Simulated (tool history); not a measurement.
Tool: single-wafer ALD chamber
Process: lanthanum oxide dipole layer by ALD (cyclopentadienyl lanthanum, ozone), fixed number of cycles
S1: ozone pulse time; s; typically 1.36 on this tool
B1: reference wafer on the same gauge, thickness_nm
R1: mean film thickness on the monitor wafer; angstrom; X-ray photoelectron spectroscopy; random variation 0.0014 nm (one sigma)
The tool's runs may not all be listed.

Run 1, day 0.000: usual settings; B1 0.584. Result: R1 5.42 angstrom.
Run 2, day 1.683: usual settings; B1 0.586. Result: R1 5.41 angstrom.
Run 3, day 13.483: usual settings; B1 0.587. Result: R1 5.41 angstrom.
Run 4, day 16.146: usual settings; B1 0.587. Result: R1 5.41 angstrom.
Run 5, day 19.817: usual settings; B1 0.586. Result: R1 5.44 angstrom.
Run 6, day 22.679: usual settings but S1 1.73 s; B1 0.588. Result: R1 5.62 angstrom.
Run 7, day 24.767: usual settings but S1 1.54 s; B1 0.587. Result: R1 5.52 angstrom.
Run 8, day 28.250: usual settings but S1 1.54 s; B1 0.588. Result: R1 5.52 angstrom.
Run 9, day 32.633: usual settings; B1 0.588. Result: R1 5.45 angstrom.
At day 33.321: ozone generator serviced.
Run 10, day 36.658: usual settings; B1 0.588. Result: R1 5.43 angstrom.
Run 11, day 40.504: usual settings; B1 0.588. Result: R1 5.43 angstrom.
Run 12, day 44.154: usual settings; B1 0.588. Result: R1 5.46 angstrom.
Run 13, day 47.700: usual settings; B1 0.590. Result: R1 5.44 angstrom.
At day 49.142: gauge calibrated.
Run 14, day 50.588: usual settings but S1 1.79 s; B1 0.583. Result: R1 5.59 angstrom.
Run 15, day 54.375: usual settings; B1 0.583. Result: R1 5.41 angstrom.
Run 16, day 57.412: usual settings; B1 0.584. Result: R1 5.39 angstrom.
At day 59.025: thermocouple changed; heater temperature recalibrated.
Run 17, day 61.200: usual settings but S1 0.88 s; B1 0.584. Result: R1 4.90 angstrom.
Run 18, day 72.896: usual settings; B1 0.585. Result: R1 5.43 angstrom.
Run 19, day 74.921: usual settings; B1 0.585. Result: R1 5.41 angstrom.
At day 78.283: showerhead replaced.
Run 20, day 78.304: usual settings; B1 0.585. Result: R1 5.42 angstrom.
Run 21, day 81.421: usual settings but S1 1.57 s; B1 0.586. Result: R1 5.55 angstrom.
Run 22, day 83.346: usual settings but S1 1.56 s; B1 0.585. Result: R1 5.52 angstrom.
Run 23, day 88.979: usual settings but S1 1.50 s; B1 0.587. Result: R1 5.51 angstrom.
Run 24, day 90.671: usual settings but S1 0.84 s; B1 0.587. Result: R1 4.89 angstrom.
Run 25, day 92.596: usual settings but S1 1.02 s; B1 0.586. Result: R1 5.12 angstrom.
Run 26, day 95.867: usual settings but S1 1.12 s; B1 0.586. Result: R1 5.23 angstrom.
Run 27, day 99.767: usual settings but S1 1.85 s; B1 0.586. Result: R1 5.67 angstrom.
Run 28, day 102.129: usual settings but S1 1.53 s; B1 0.587. Result: R1 5.52 angstrom.
Run 29, day 104.512: usual settings but S1 1.66 s; B1 0.587. Result: R1 5.56 angstrom.
Run 30, day 106.821: usual settings; B1 0.588. Result: R1 5.45 angstrom.

Predict each of these 3 candidate next runs independently; none follows another, all start after run 30:
Run A, day 106.838: usual settings but S1 1.72 s; B1 ?. Result: R1 ?.
Run B, day 106.838: usual settings but S1 1.86 s; B1 ?. Result: R1 ?.
Run C, day 106.838: usual settings but S1 0.87 s; B1 ?. Result: R1 ?.

run     B1    R1
  A  0.588  5.61
  B  0.588  5.65
  C  0.588  4.95
What these runs would have given with no unlogged condition in the tool:
run    R1
  A  5.56
  B  5.61
  C  4.91
